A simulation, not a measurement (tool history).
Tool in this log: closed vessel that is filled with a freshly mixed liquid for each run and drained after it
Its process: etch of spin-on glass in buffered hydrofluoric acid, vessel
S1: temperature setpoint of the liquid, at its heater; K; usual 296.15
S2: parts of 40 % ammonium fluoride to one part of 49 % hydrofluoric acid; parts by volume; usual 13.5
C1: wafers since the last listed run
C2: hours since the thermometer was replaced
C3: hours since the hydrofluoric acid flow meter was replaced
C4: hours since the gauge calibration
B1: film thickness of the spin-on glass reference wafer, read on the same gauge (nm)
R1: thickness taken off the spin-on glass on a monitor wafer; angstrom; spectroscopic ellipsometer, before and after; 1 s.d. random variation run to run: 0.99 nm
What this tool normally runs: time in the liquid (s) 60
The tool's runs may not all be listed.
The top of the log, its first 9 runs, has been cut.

run 10 day=8.546 | S1=296.15 S2=13.5 time_in_the_liquid_(s)=60 | C1=3554 C2=1308.7 C3=1820.9 C4=949.8 | B1=41.34 | R1=1563.2
run 11 day=9.617 | S1=296.15 S2=13.5 time_in_the_liquid_(s)=50 | C1=3172 C2=1334.4 C3=1846.6 C4=975.5 | B1=41.42 | R1=1302.9
run 12 day=10.788 | S1=296.15 S2=13.5 time_in_the_liquid_(s)=50 | C1=3468 C2=1362.5 C3=1874.7 C4=1003.6 | B1=41.49 | R1=1296.5
-- day=10.842 gauge calibrated
run 13 day=11.708 | S1=298.65 S2=13.5 time_in_the_liquid_(s)=60 | C1=2727 C2=1384.6 C3=1896.8 C4=20.8 | B1=39.96 | R1=1724
-- day=11.825 thermometer replaced
run 14 day=12.246 | S1=296.15 S2=11 time_in_the_liquid_(s)=60 | C1=1468 C2=10.1 C3=1909.7 C4=33.7 | B1=39.93 | R1=1843.4
run 15 day=12.796 | S1=300.65 S2=9 time_in_the_liquid_(s)=90 | C1=1629 C2=23.3 C3=1922.9 C4=46.9 | B1=39.94 | R1=4097.9
run 16 day=13.433 | S1=291.65 S2=17 time_in_the_liquid_(s)=35 | C1=1888 C2=38.6 C3=1938.2 C4=62.2 | B1=39.96 | R1=543.6
run 17 day=14.292 | S1=296.15 S2=13.5 time_in_the_liquid_(s)=60 | C1=2542 C2=59.2 C3=1958.8 C4=82.8 | B1=39.97 | R1=1499.7
run 18 day=15.608 | S1=296.15 S2=13.5 time_in_the_liquid_(s)=40 | C1=3900 C2=90.8 C3=1990.4 C4=114.4 | B1=39.95 | R1=999.8
run 19 day=16.5 | S1=299.15 S2=10.5 time_in_the_liquid_(s)=60 | C1=2641 C2=112.2 C3=2011.8 C4=135.8 | B1=39.97 | R1=2244.3

Run 20 is up next; what results do you expect?
run 20 day=17.975 | S1=296.15 S2=13.5 time_in_the_liquid_(s)=60 | C1=4369 C2=147.6 C3=2047.2 C4=171.2 | B1=? | R1=?

B1: 39.98
R1: 1499.6 angstrom
Take away the tool's hidden state, keep the run-to-run variation as it was, and the same run would have given R1 1500 angstrom.

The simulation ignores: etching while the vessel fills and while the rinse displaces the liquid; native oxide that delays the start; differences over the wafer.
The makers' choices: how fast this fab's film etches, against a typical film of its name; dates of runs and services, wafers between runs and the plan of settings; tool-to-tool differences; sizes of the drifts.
